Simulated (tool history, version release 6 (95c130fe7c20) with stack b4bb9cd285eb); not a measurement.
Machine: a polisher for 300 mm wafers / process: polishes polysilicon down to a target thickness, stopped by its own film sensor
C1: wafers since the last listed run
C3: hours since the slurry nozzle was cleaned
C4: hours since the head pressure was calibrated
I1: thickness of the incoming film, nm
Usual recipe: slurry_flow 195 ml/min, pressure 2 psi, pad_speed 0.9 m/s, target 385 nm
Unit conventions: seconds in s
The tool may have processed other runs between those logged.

{"run": 1, "hour": 0.0, "slurry_flow": 195, "pressure": 2, "pad_speed": 0.9, "target": 385, "C1": 0, "wafers polished on this pad": 3317, "C3": 569.6, "C4": 499.1, "I1": 860, "seconds": 85.8}
{"run": 2, "hour": 60.2, "slurry_flow": 195, "pressure": 2, "pad_speed": 0.9, "target": 385, "C1": 421, "wafers polished on this pad": 3738, "C3": 629.8, "C4": 559.3, "I1": 851.8, "seconds": 84.9}
{"run": 3, "hour": 115.4, "slurry_flow": 195, "pressure": 2, "pad_speed": 0.9, "target": 385, "C1": 386, "wafers polished on this pad": 4125, "C3": 685, "C4": 614.5, "I1": 860.1, "seconds": 86.7}
{"run": 4, "hour": 207.3, "slurry_flow": 195, "pressure": 2, "pad_speed": 0.9, "target": 385, "C1": 643, "wafers polished on this pad": 4768, "C3": 776.9, "C4": 706.4, "I1": 866.3, "seconds": 84.6}
{"run": 5, "hour": 279.0, "slurry_flow": 195, "pressure": 2, "pad_speed": 0.9, "target": 385, "C1": 501, "wafers polished on this pad": 5269, "C3": 848.6, "C4": 778.1, "I1": 866.5, "seconds": 83.7}
{"hour": 319.3, "done": "slurry nozzle cleaned"}
{"hour": 319.7, "done": "worn pad replaced by a new one"}
{"hour": 337.0, "done": "head pressure recalibrated"}
{"run": 6, "hour": 395.4, "slurry_flow": 195, "pressure": 2, "pad_speed": 0.9, "target": 385, "C1": 790, "wafers polished on this pad": 515, "C3": 76.1, "C4": 58.4, "I1": 858.7, "seconds": 92}
{"run": 7, "hour": 475.3, "slurry_flow": 195, "pressure": 2, "pad_speed": 0.9, "target": 385, "C1": 559, "wafers polished on this pad": 1074, "C3": 156, "C4": 138.3, "I1": 849, "seconds": 86.9}
{"run": 8, "hour": 574.1, "slurry_flow": 195, "pressure": 2, "pad_speed": 0.9, "target": 385, "C1": 691, "wafers polished on this pad": 1766, "C3": 254.8, "C4": 237.1, "I1": 862.8, "seconds": 85.5}
{"run": 9, "hour": 651.8, "slurry_flow": 195, "pressure": 2, "pad_speed": 0.9, "target": 385, "C1": 543, "wafers polished on this pad": 2309, "C3": 332.5, "C4": 314.8, "I1": 865.2, "seconds": 87.5}
{"run": 10, "hour": 695.3, "slurry_flow": 195, "pressure": 2, "pad_speed": 0.9, "target": 385, "C1": 304, "wafers polished on this pad": 2614, "C3": 376, "C4": 358.3, "I1": 854.2, "seconds": 83.1}
{"run": 11, "hour": 772.2, "slurry_flow": 195, "pressure": 2, "pad_speed": 0.9, "target": 385, "C1": 538, "wafers polished on this pad": 3152, "C3": 452.9, "C4": 435.2, "I1": 872.1, "seconds": 91.3}
{"run": 12, "hour": 818.4, "slurry_flow": 195, "pressure": 2, "pad_speed": 0.9, "target": 385, "C1": 323, "wafers polished on this pad": 3475, "C3": 499.1, "C4": 481.4, "I1": 857.9, "seconds": 84}
{"run": 13, "hour": 879.1, "slurry_flow": 195, "pressure": 2, "pad_speed": 0.9, "target": 385, "C1": 424, "wafers polished on this pad": 3900, "C3": 559.8, "C4": 542.1, "I1": 858.8, "seconds": 82.6}
{"run": 14, "hour": 985.7, "slurry_flow": 195, "pressure": 2, "pad_speed": 0.82, "target": 309, "C1": 746, "wafers polished on this pad": 4646, "C3": 666.4, "C4": 648.7, "I1": 867, "seconds": 104.2}
{"run": 15, "hour": 1036.4, "slurry_flow": 155, "pressure": 2.2, "pad_speed": 0.76, "target": 543, "C1": 354, "wafers polished on this pad": 5001, "C3": 717.1, "C4": 699.4, "I1": 865.4, "seconds": 61.3}
{"hour": 1111.2, "done": "head pressure recalibrated"}
{"run": 16, "hour": 1124.0, "slurry_flow": 195, "pressure": 2.5, "pad_speed": 0.9, "target": 436, "C1": 599, "wafers polished on this pad": 5600, "C3": 804.7, "C4": 12.8, "I1": 846.6, "seconds": 64.2}
{"hour": 1167.1, "done": "worn pad replaced by a new one"}
{"run": 17, "hour": 1167.6, "slurry_flow": 130, "pressure": 2, "pad_speed": 0.9, "target": 524, "C1": 277, "wafers polished on this pad": 3, "C3": 848.3, "C4": 56.4, "I1": 859.3, "seconds": 67.4}
{"run": 18, "hour": 1226.1, "slurry_flow": 195, "pressure": 1.6, "pad_speed": 0.74, "target": 550, "C1": 409, "wafers polished on this pad": 412, "C3": 906.8, "C4": 114.9, "I1": 861.8, "seconds": 82.9}
{"hour": 1270.7, "done": "slurry nozzle cleaned"}
{"run": 19, "hour": 1332.8, "slurry_flow": 150, "pressure": 1.7, "pad_speed": 1.12, "target": 335, "C1": 739, "wafers polished on this pad": 1152, "C3": 62.1, "C4": 221.6, "I1": 858.1, "seconds": 92.6}
{"run": 20, "hour": 1428.4, "slurry_flow": 195, "pressure": 1.5, "pad_speed": 0.72, "target": 307, "C1": 669, "wafers polished on this pad": 1821, "C3": 157.7, "C4": 317.2, "I1": 863.5, "seconds": 155.7}
{"run": 21, "hour": 1505.3, "slurry_flow": 195, "pressure": 2, "pad_speed": 0.9, "target": 385, "C1": 538, "wafers polished on this pad": 2359, "C3": 234.6, "C4": 394.1, "I1": 847.8, "seconds": 83.2}
{"run": 22, "hour": 1579.8, "slurry_flow": 155, "pressure": 2, "pad_speed": 1, "target": 385, "C1": 521, "wafers polished on this pad": 2880, "C3": 309.1, "C4": 468.6, "I1": 857.2, "seconds": 80}
{"run": 23, "hour": 1619.9, "slurry_flow": 195, "pressure": 1.5, "pad_speed": 0.6, "target": 247, "C1": 280, "wafers polished on this pad": 3161, "C3": 349.2, "C4": 508.7, "I1": 863.3, "seconds": 190.1}
{"run": 24, "hour": 1698.8, "slurry_flow": 175, "pressure": 2.2, "pad_speed": 0.62, "target": 385, "C1": 552, "wafers polished on this pad": 3713, "C3": 428.1, "C4": 587.6, "I1": 872.8, "seconds": 110.6}
{"run": 25, "hour": 1794.1, "slurry_flow": 195, "pressure": 1.6, "pad_speed": 0.9, "target": 279, "C1": 666, "wafers polished on this pad": 4380, "C3": 523.4, "C4": 682.9, "I1": 851.8, "seconds": 124.8}
{"run": 26, "hour": 1862.6, "slurry_flow": 175, "pressure": 2.4, "pad_speed": 0.9, "target": 385, "C1": 479, "wafers polished on this pad": 4860, "C3": 591.9, "C4": 751.4, "I1": 859.8, "seconds": 73.1}
{"hour": 1878.3, "done": "head pressure recalibrated"}
{"run": 27, "hour": 1950.1, "slurry_flow": 145, "pressure": 2, "pad_speed": 0.9, "target": 385, "C1": 598, "wafers polished on this pad": 5458, "C3": 679.4, "C4": 71.8, "I1": 876.9, "seconds": 98.7}
{"hour": 1959.1, "done": "worn pad replaced by a new one"}
{"run": 28, "hour": 1993.0, "slurry_flow": 195, "pressure": 2, "pad_speed": 0.9, "target": 385, "C1": 272, "wafers polished on this pad": 237, "C3": 722.3, "C4": 114.7, "I1": 872.4, "seconds": 93.4}
{"hour": 2017.1, "done": "slurry nozzle cleaned"}
{"run": 29, "hour": 2100.0, "slurry_flow": 195, "pressure": 2, "pad_speed": 0.9, "target": 385, "C1": 741, "wafers polished on this pad": 979, "C3": 82.9, "C4": 221.7, "I1": 865.1, "seconds": 85.1}
{"run": 30, "hour": 2159.2, "slurry_flow": 195, "pressure": 1.6, "pad_speed": 0.58, "target": 324, "C1": 414, "wafers polished on this pad": 1393, "C3": 142.1, "C4": 280.9, "I1": 868.2, "seconds": 170.1}
{"run": 31, "hour": 2228.4, "slurry_flow": 195, "pressure": 2, "pad_speed": 0.9, "target": 385, "C1": 484, "wafers polished on this pad": 1878, "C3": 211.3, "C4": 350.1, "I1": 867.8, "seconds": 88.5}
{"run": 32, "hour": 2412.5, "slurry_flow": 195, "pressure": 2, "pad_speed": 0.9, "target": 385, "C1": 1288, "wafers polished on this pad": 3166, "C3": 395.4, "C4": 534.2, "I1": 868.4, "seconds": 86.1}
{"run": 33, "hour": 2482.2, "slurry_flow": 235, "pressure": 1.4, "pad_speed": 1.12, "target": 220, "C1": 487, "wafers polished on this pad": 3654, "C3": 465.1, "C4": 603.9, "I1": 865.3, "seconds": 129.7}
{"hour": 2696.2, "done": "head pressure recalibrated"}
{"hour": 2728.9, "done": "worn pad replaced by a new one"}
{"run": 34, "hour": 2791.5, "slurry_flow": 195, "pressure": 2, "pad_speed": 0.9, "target": 439, "C1": 2122, "wafers polished on this pad": 438, "C3": 774.4, "C4": 95.3, "I1": 876.1, "seconds": 82.4}
{"run": 35, "hour": 2899.5, "slurry_flow": 195, "pressure": 2.5, "pad_speed": 0.64, "target": 270, "C1": 755, "wafers polished on this pad": 1194, "C3": 882.4, "C4": 203.3, "I1": 871.8, "seconds": 117.4}
{"hour": 2917.6, "done": "slurry nozzle cleaned"}
{"run": 36, "hour": 2938.2, "slurry_flow": 195, "pressure": 2, "pad_speed": 0.9, "target": 385, "C1": 263, "wafers polished on this pad": 1458, "C3": 20.6, "C4": 242, "I1": 846.6, "seconds": 82.8}

Had the tool no unlogged condition, and each run kept its random variation, what would the results have been?
The hidden state here: removal rate lost through wear of the pad, %; slurry flow missing at the pad, %; deviation of the head's pressure from its setpoint, %.
run=1 seconds=93.9
run=2 seconds=93.2
run=3 seconds=95.4
run=4 seconds=93.4
run=5 seconds=92.6
run=6 seconds=94.8
run=7 seconds=91.4
run=8 seconds=91.7
run=9 seconds=94.8
run=10 seconds=90.4
run=11 seconds=100.1
run=12 seconds=92.4
run=13 seconds=91.1
run=14 seconds=115.5
run=15 seconds=68.1
run=16 seconds=64.6
run=17 seconds=68.8
run=18 seconds=86.1
run=19 seconds=98.3
run=20 seconds=167.5
run=21 seconds=90.2
run=22 seconds=87.3
run=23 seconds=207.9
run=24 seconds=121.5
run=25 seconds=137.5
run=26 seconds=80.7
run=27 seconds=100.8
run=28 seconds=96.4
run=29 seconds=89.8
run=30 seconds=181.2
run=31 seconds=95.1
run=32 seconds=93.8
run=33 seconds=141.9
run=34 seconds=86.3
run=35 seconds=125.8
run=36 seconds=89.3

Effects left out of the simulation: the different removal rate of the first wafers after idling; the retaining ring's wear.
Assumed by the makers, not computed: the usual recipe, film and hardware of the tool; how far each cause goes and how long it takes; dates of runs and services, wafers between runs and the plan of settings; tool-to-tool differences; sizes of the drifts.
